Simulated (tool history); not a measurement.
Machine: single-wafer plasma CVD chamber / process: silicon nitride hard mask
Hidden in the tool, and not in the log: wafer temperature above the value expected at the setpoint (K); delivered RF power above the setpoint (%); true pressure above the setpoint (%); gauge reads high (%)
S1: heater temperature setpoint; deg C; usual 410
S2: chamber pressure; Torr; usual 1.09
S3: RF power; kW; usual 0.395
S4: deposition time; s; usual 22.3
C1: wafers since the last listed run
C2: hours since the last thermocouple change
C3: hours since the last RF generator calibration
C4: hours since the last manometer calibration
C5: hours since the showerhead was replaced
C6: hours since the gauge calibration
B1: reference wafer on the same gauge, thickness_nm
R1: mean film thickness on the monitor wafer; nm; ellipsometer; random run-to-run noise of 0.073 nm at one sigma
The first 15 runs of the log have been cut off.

At hour 395.7: gauge calibrated.
Run 16, hour 395.9: usual settings but S2 1.02 Torr, S4 18.4 s; C1 891; C2 308.6; C3 413.8; C4 130.6; C5 293.4; C6 0.2; B1 30.697. Result: R1 21.495 nm.
Run 17, hour 420.8: usual settings; C1 647; C2 333.5; C3 438.7; C4 155.5; C5 318.3; C6 25.1; B1 30.665. Result: R1 26.937 nm.
Run 18, hour 433: usual settings but S1 406 deg C, S4 18.4 s; C1 317; C2 345.7; C3 450.9; C4 167.7; C5 330.5; C6 37.3; B1 30.686. Result: R1 22.239 nm.
Run 19, hour 446.6: usual settings but S2 1.22 Torr; C1 353; C2 359.3; C3 464.5; C4 181.3; C5 344.1; C6 50.9; B1 30.708. Result: R1 28.312 nm.
Run 20, hour 472: usual settings; C1 660; C2 384.7; C3 489.9; C4 206.7; C5 369.5; C6 76.3; B1 30.677. Result: R1 26.803 nm.
Run 21, hour 485: usual settings; C1 337; C2 397.7; C3 502.9; C4 219.7; C5 382.5; C6 89.3; B1 30.715. Result: R1 26.802 nm.
Run 22, hour 504.8: usual settings but S2 1.31 Torr, S4 24.9 s; C1 514; C2 417.5; C3 522.7; C4 239.5; C5 402.3; C6 109.1; B1 30.709. Result: R1 32.4 nm.
Run 23, hour 538.7: usual settings but S1 399 deg C; C1 880; C2 451.4; C3 556.6; C4 273.4; C5 436.2; C6 143; B1 30.673. Result: R1 27.026 nm.
Run 24, hour 567.6: usual settings but S1 417 deg C, S2 1.33 Torr; C1 751; C2 480.3; C3 585.5; C4 302.3; C5 465.1; C6 171.9; B1 30.693. Result: R1 28.968 nm.

What will run 25 give?
Run 25, hour 601.8: usual settings; C1 888; C2 514.5; C3 619.7; C4 336.5; C5 499.3; C6 206.1; B1 ?. Result: R1 ?.

{"run 25": {"B1": 30.703, "R1": 26.784}}
The same run, on a tool lacking any hidden state, would have yielded R1 27.332 nm.
